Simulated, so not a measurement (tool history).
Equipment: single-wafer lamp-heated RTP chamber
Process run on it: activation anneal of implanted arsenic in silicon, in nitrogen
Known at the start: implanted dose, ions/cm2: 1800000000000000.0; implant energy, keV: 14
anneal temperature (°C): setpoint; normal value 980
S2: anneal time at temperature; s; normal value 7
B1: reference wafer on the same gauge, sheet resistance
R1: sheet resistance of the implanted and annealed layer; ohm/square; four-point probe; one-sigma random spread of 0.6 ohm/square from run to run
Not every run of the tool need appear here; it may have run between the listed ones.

Run 1, hour 0: usual settings; B1 155.85. Result: R1 145.88 ohm/square.
Run 2, hour 17.7: usual settings; B1 156.16. Result: R1 145.01 ohm/square.
Run 3, hour 36.4: usual settings; B1 156. Result: R1 144.5 ohm/square.
Run 4, hour 59.8: usual settings; B1 156.05. Result: R1 148.19 ohm/square.
Run 5, hour 83.2: usual settings; B1 156.07. Result: R1 147.15 ohm/square.
Run 6, hour 114: usual settings; B1 156.04. Result: R1 147.43 ohm/square.
Run 7, hour 137.1: usual settings but anneal temperature (°C) 966; B1 155.99. Result: R1 153.74 ohm/square.
Run 8, hour 159.2: usual settings; B1 155.95. Result: R1 144.9 ohm/square.
Run 9, hour 188.8: usual settings; B1 156.11. Result: R1 145.57 ohm/square.
Run 10, hour 213.3: usual settings but S2 10 s; B1 156.08. Result: R1 139.49 ohm/square.
Run 11, hour 244.7: usual settings but anneal temperature (°C) 957; B1 155.98. Result: R1 158.67 ohm/square.
Run 12, hour 258.1: usual settings but anneal temperature (°C) 957; B1 156.07. Result: R1 159.16 ohm/square.
Run 13, hour 289.4: usual settings; B1 156.03. Result: R1 147.88 ohm/square.
Run 14, hour 315.6: usual settings but S2 4 s; B1 156. Result: R1 154.51 ohm/square.
Run 15, hour 350.6: usual settings but S2 4 s; B1 156.05. Result: R1 153.02 ohm/square.
Run 16, hour 385.7: usual settings but S2 4 s; B1 156.03. Result: R1 152.37 ohm/square.
Run 17, hour 408.8: usual settings but anneal temperature (°C) 972, S2 4 s; B1 156.14. Result: R1 154.97 ohm/square.
Run 18, hour 426.3: usual settings but anneal temperature (°C) 972, S2 4 s; B1 156. Result: R1 154.23 ohm/square.
Run 19, hour 451.4: usual settings; B1 155.91. Result: R1 148.87 ohm/square.
Run 20, hour 482.8: usual settings but anneal temperature (°C) 965, S2 11 s; B1 156.01. Result: R1 151.07 ohm/square.
Run 21, hour 500.1: usual settings but anneal temperature (°C) 951, S2 3 s; B1 156. Result: R1 167.62 ohm/square.
Run 22, hour 525.5: usual settings but S2 11 s; B1 156.09. Result: R1 140.55 ohm/square.
Run 23, hour 558.7: usual settings but S2 9 s; B1 156.02. Result: R1 144.8 ohm/square.
Run 24, hour 590.8: usual settings; B1 156.02. Result: R1 144.9 ohm/square.
Run 25, hour 618: usual settings but anneal temperature (°C) 1000; B1 156.05. Result: R1 132.99 ohm/square.
Run 26, hour 634.8: usual settings but anneal temperature (°C) 1003, S2 10 s; B1 155.84. Result: R1 122.71 ohm/square.
Run 27, hour 662: usual settings but anneal temperature (°C) 989, S2 10 s; B1 155.94. Result: R1 137.13 ohm/square.
Run 28, hour 712.9: usual settings but anneal temperature (°C) 990, S2 9 s; B1 155.97. Result: R1 137.7 ohm/square.
Run 29, hour 732.7: usual settings but anneal temperature (°C) 968, S2 3 s; B1 156. Result: R1 161.47 ohm/square.
Run 30, hour 748.9: usual settings but S2 5 s; B1 156.1. Result: R1 149.89 ohm/square.
Run 31, hour 763.3: usual settings but anneal temperature (°C) 995, S2 11 s; B1 156. Result: R1 127.76 ohm/square.
Run 32, hour 823.6: usual settings; B1 155.98. Result: R1 143.68 ohm/square.
Run 33, hour 852.4: usual settings; B1 155.97. Result: R1 141.39 ohm/square.
Run 34, hour 866.9: usual settings but anneal temperature (°C) 955, S2 9 s; B1 155.84. Result: R1 152.23 ohm/square.
Run 35, hour 892.3: usual settings but anneal temperature (°C) 988, S2 8 s; B1 155.98. Result: R1 142.47 ohm/square.
Run 36, hour 916.7: usual settings but anneal temperature (°C) 1001, S2 4 s; B1 155.99. Result: R1 146.36 ohm/square.

Put back what was entered between runs (7 entries, withheld): which listed runs does each sit between, and how does the hidden state differ from the listed run before to the listed run after?
Logged between run 3 and run 4: pyrometer window cleaned and pyrometer calibrated (hour 53.8)
  true wafer temperature minus pyrometer reading, K: 8.93 -> 2.65
  difference, measured minus the result without the unlogged condition, R1: -4.76 -> -1.38 ohm/square
Logged between run 10 and run 11: pyrometer window cleaned and pyrometer calibrated (hour 240.3)
  true wafer temperature minus pyrometer reading, K: 9.26 -> 1.73
  difference, measured minus the result without the unlogged condition, R1: -5.62 -> -0.74 ohm/square
Logged between run 12 and run 13: gauge calibrated (hour 288.7)
  true wafer temperature minus pyrometer reading, K: 1.8 -> 2.35
  difference, measured minus the result without the unlogged condition, R1: -0.77 -> -1.23 ohm/square
Logged between run 18 and run 19: pyrometer window cleaned and pyrometer calibrated (hour 437.5)
  true wafer temperature minus pyrometer reading, K: 10.7 -> 0.0865
  difference, measured minus the result without the unlogged condition, R1: -4.28 -> -0.04 ohm/square
Logged between run 22 and run 23: reflector plate cleaned (hour 535.4)
  true wafer temperature minus pyrometer reading, K: 2.05 -> 3.86
  difference, measured minus the result without the unlogged condition, R1: -1.24 -> -2.23 ohm/square
Logged between run 26 and run 27: pyrometer window cleaned and pyrometer calibrated (hour 648.2)
  true wafer temperature minus pyrometer reading, K: 10.2 -> 2.75
  difference, measured minus the result without the unlogged condition, R1: -6.41 -> -1.7 ohm/square
Logged between run 34 and run 35: pyrometer window cleaned and pyrometer calibrated (hour 878.4)
  true wafer temperature minus pyrometer reading, K: 15.1 -> 0.301
  difference, measured minus the result without the unlogged condition, R1: -7.56 -> -0.17 ohm/square

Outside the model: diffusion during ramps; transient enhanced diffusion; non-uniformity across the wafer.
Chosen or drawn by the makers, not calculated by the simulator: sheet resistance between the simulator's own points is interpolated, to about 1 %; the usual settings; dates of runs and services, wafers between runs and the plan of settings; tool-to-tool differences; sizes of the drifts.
